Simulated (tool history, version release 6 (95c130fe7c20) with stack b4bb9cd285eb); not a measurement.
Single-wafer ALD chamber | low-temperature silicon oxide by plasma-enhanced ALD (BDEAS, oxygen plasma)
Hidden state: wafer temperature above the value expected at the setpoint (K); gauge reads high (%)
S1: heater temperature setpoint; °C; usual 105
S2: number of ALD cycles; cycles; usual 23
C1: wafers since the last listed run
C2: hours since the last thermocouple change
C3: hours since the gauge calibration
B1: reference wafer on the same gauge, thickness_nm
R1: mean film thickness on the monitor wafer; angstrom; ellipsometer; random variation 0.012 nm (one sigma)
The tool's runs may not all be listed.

{"run": 1, "hour": 0.0, "S1": 105, "S2": 20, "C1": 0, "C2": 360.8, "C3": 846.3, "B1": 3.731, "R1": 28.34}
{"run": 2, "hour": 30.8, "S1": 109, "S2": 25, "C1": 289, "C2": 391.6, "C3": 877.1, "B1": 3.728, "R1": 35.1}
{"run": 3, "hour": 79.0, "S1": 109, "S2": 25, "C1": 453, "C2": 439.8, "C3": 925.3, "B1": 3.729, "R1": 34.75}
{"run": 4, "hour": 130.9, "S1": 109, "S2": 25, "C1": 488, "C2": 491.7, "C3": 977.2, "B1": 3.73, "R1": 34.93}
{"run": 5, "hour": 167.1, "S1": 105, "S2": 25, "C1": 340, "C2": 527.9, "C3": 1013.4, "B1": 3.729, "R1": 34.95}
{"run": 6, "hour": 215.8, "S1": 105, "S2": 25, "C1": 458, "C2": 576.6, "C3": 1062.1, "B1": 3.731, "R1": 35.2}
{"run": 7, "hour": 259.5, "S1": 105, "S2": 25, "C1": 411, "C2": 620.3, "C3": 1105.8, "B1": 3.73, "R1": 35.23}
{"run": 8, "hour": 311.8, "S1": 105, "S2": 23, "C1": 492, "C2": 672.6, "C3": 1158.1, "B1": 3.726, "R1": 32.24}
{"run": 9, "hour": 351.4, "S1": 105, "S2": 23, "C1": 372, "C2": 712.2, "C3": 1197.7, "B1": 3.73, "R1": 32.43}
{"run": 10, "hour": 382.0, "S1": 105, "S2": 23, "C1": 288, "C2": 742.8, "C3": 1228.3, "B1": 3.733, "R1": 32.59}
{"run": 11, "hour": 426.5, "S1": 105, "S2": 23, "C1": 418, "C2": 787.3, "C3": 1272.8, "B1": 3.729, "R1": 32.34}
{"run": 12, "hour": 474.2, "S1": 105, "S2": 23, "C1": 449, "C2": 835.0, "C3": 1320.5, "B1": 3.727, "R1": 32.43}
{"run": 13, "hour": 500.1, "S1": 94, "S2": 20, "C1": 243, "C2": 860.9, "C3": 1346.4, "B1": 3.73, "R1": 28.67}
{"run": 14, "hour": 556.6, "S1": 94, "S2": 20, "C1": 531, "C2": 917.4, "C3": 1402.9, "B1": 3.725, "R1": 28.98}
{"run": 15, "hour": 610.6, "S1": 94, "S2": 20, "C1": 508, "C2": 971.4, "C3": 1456.9, "B1": 3.731, "R1": 28.84}
{"run": 16, "hour": 642.2, "S1": 110, "S2": 21, "C1": 297, "C2": 1003.0, "C3": 1488.5, "B1": 3.731, "R1": 29.47}
{"run": 17, "hour": 702.9, "S1": 110, "S2": 21, "C1": 571, "C2": 1063.7, "C3": 1549.2, "B1": 3.733, "R1": 29.24}
{"run": 18, "hour": 738.7, "S1": 105, "S2": 23, "C1": 336, "C2": 1099.5, "C3": 1585.0, "B1": 3.728, "R1": 32.28}
{"run": 19, "hour": 778.6, "S1": 105, "S2": 23, "C1": 375, "C2": 1139.4, "C3": 1624.9, "B1": 3.732, "R1": 32.31}
{"run": 20, "hour": 842.8, "S1": 105, "S2": 23, "C1": 604, "C2": 1203.6, "C3": 1689.1, "B1": 3.731, "R1": 32.42}
{"run": 21, "hour": 902.4, "S1": 99, "S2": 20, "C1": 561, "C2": 1263.2, "C3": 1748.7, "B1": 3.731, "R1": 28.48}
{"run": 22, "hour": 962.6, "S1": 105, "S2": 23, "C1": 566, "C2": 1323.4, "C3": 1808.9, "B1": 3.726, "R1": 32.55}
{"run": 23, "hour": 1012.6, "S1": 94, "S2": 24, "C1": 470, "C2": 1373.4, "C3": 1858.9, "B1": 3.732, "R1": 34.42}
{"run": 24, "hour": 1047.4, "S1": 112, "S2": 26, "C1": 327, "C2": 1408.2, "C3": 1893.7, "B1": 3.732, "R1": 36.11}
{"hour": 1069.9, "done": "gauge calibrated"}
{"run": 25, "hour": 1113.2, "S1": 99, "S2": 22, "C1": 619, "C2": 1474.0, "C3": 43.3, "B1": 3.728, "R1": 31.36}
{"run": 26, "hour": 1183.7, "S1": 115, "S2": 27, "C1": 663, "C2": 1544.5, "C3": 113.8, "B1": 3.732, "R1": 37.49}
{"run": 27, "hour": 1399.2, "S1": 90, "S2": 19, "C1": 2028, "C2": 1760.0, "C3": 329.3, "B1": 3.728, "R1": 27.85}
{"run": 28, "hour": 1445.7, "S1": 97, "S2": 23, "C1": 437, "C2": 1806.5, "C3": 375.8, "B1": 3.726, "R1": 32.69}
{"run": 29, "hour": 1490.3, "S1": 95, "S2": 20, "C1": 419, "C2": 1851.1, "C3": 420.4, "B1": 3.731, "R1": 28.7}
{"run": 30, "hour": 1524.7, "S1": 111, "S2": 20, "C1": 323, "C2": 1885.5, "C3": 454.8, "B1": 3.729, "R1": 27.95}
{"hour": 1538.7, "done": "thermocouple changed; heater temperature recalibrated"}
{"run": 31, "hour": 1576.6, "S1": 111, "S2": 23, "C1": 413, "C2": 37.9, "C3": 506.7, "B1": 3.731, "R1": 32.05}
{"run": 32, "hour": 1619.7, "S1": 105, "S2": 19, "C1": 405, "C2": 81.0, "C3": 549.8, "B1": 3.732, "R1": 26.89}
{"run": 33, "hour": 1657.3, "S1": 92, "S2": 21, "C1": 353, "C2": 118.6, "C3": 587.4, "B1": 3.733, "R1": 30.41}
{"run": 34, "hour": 1715.6, "S1": 105, "S2": 23, "C1": 548, "C2": 176.9, "C3": 645.7, "B1": 3.729, "R1": 32.33}
{"run": 35, "hour": 1765.5, "S1": 105, "S2": 23, "C1": 469, "C2": 226.8, "C3": 695.6, "B1": 3.733, "R1": 32.36}
{"run": 36, "hour": 1806.5, "S1": 105, "S2": 23, "C1": 385, "C2": 267.8, "C3": 736.6, "B1": 3.731, "R1": 32.45}
{"run": 37, "hour": 1849.2, "S1": 109, "S2": 25, "C1": 401, "C2": 310.5, "C3": 779.3, "B1": 3.728, "R1": 35.05}
{"run": 38, "hour": 1898.2, "S1": 109, "S2": 25, "C1": 461, "C2": 359.5, "C3": 828.3, "B1": 3.731, "R1": 34.88}
{"run": 39, "hour": 1932.5, "S1": 105, "S2": 23, "C1": 322, "C2": 393.8, "C3": 862.6, "B1": 3.728, "R1": 32.56}
{"run": 40, "hour": 1975.0, "S1": 116, "S2": 27, "C1": 400, "C2": 436.3, "C3": 905.1, "B1": 3.731, "R1": 37.34}

The tool's hidden state at each run:
wafer temperature above the value expected at the setpoint (K): 0 in every run
gauge reads high (%): 0 in every run

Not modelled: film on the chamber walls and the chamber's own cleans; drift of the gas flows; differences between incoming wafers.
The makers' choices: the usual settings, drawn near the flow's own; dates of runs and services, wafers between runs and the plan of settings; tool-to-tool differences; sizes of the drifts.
